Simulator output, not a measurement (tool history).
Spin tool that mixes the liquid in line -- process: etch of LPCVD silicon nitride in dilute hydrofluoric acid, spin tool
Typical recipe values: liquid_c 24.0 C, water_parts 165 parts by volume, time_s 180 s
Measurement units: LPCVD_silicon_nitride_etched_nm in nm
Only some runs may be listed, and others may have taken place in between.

run,day,liquid_c,water_parts,time_s,"read-back film thickness of the LPCVD silicon nitride reference wafer, read on the same gauge (nm)",LPCVD_silicon_nitride_etched_nm
1,0.000,24.0,100,180,119.995,1.068
2,0.408,24.0,115,180,119.992,0.772
3,1.121,24.0,220,180,119.945,0.502
4,1.729,24.0,220,180,119.984,0.459
5,2.071,24.0,220,180,119.984,0.416
6,2.429,20.5,165,180,119.965,0.469
7,3.158,24.0,165,255,119.986,0.876
8,3.471,24.0,165,255,120.016,0.810
9,3.950,27.0,240,180,120.037,0.492
10,4.225,26.5,235,135,120.030,0.375
11,4.517,24.0,95,225,119.973,1.274
12,4.867,24.0,165,180,120.028,0.582
13,5.600,21.0,165,105,120.017,0.302
14,6.250,21.0,210,120,120.010,0.255
15,6.929,24.0,120,180,120.011,0.776
16,7.454,22.0,115,180,119.979,0.694

Not shown here: 3 entries made in the log between runs. Locate each between two listed runs and compare the hidden state at the listed run before it with the hidden state at the listed run after it:
After run 5, before run 6: thermometer replaced (day 2.246)
  both runs share identical hidden conditions
After run 11, before run 12: gauge calibrated (day 4.729)
  both runs share identical hidden conditions
After run 12, before run 13: hydrofluoric acid flow meter replaced (day 5.021)
  both runs share identical hidden conditions
